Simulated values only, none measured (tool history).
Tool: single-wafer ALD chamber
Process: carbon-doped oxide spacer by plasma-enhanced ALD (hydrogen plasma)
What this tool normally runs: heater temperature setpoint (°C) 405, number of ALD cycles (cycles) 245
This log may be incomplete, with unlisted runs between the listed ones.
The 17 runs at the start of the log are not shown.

run,hour,heater temperature setpoint (°C),number of ALD cycles (cycles),"read-back reference wafer on the same gauge, thickness_nm",mean film thickness on the monitor wafer (Å)
18,417.7,409,245,9.505,114.79
19,441.4,414,208,9.504,95.53
20,472.8,405,245,9.506,115.48
21,498.9,405,245,9.493,115.81
22,512.0,396,245,9.502,117.64
23,539.5,418,261,9.500,118.91
# hour 548.0: gauge calibrated
24,575.1,412,222,9.499,102.26
25,611.7,393,276,9.502,134.09
26,627.9,412,228,9.499,104.82
27,655.4,405,245,9.505,115.15
# hour 675.8: thermocouple changed; heater temperature recalibrated
28,676.3,398,245,9.505,118.75
29,692.8,399,232,9.500,112.38
30,706.7,412,275,9.498,129.19
31,741.0,398,217,9.505,104.89
32,753.7,405,245,9.502,117.48
33,789.3,414,229,9.501,106.46
34,812.6,405,245,9.499,116.90
35,916.8,405,261,9.497,124.71
36,936.0,410,271,9.499,128.06

Below are 3 alternative next runs, each starting from the tool's condition after run 36. Predict each:
A,936.8,405,291,?,?
B,936.8,398,222,?,?
C,936.8,395,266,?,?

run,"read-back reference wafer on the same gauge, thickness_nm",mean film thickness on the monitor wafer (Å)
A,9.499,139.45
B,9.499,107.84
C,9.499,129.22
With the hidden condition removed and each run's random variation left untouched, the same runs would have given:
run,mean film thickness on the monitor wafer (Å)
A,139.24
B,107.84
C,129.22
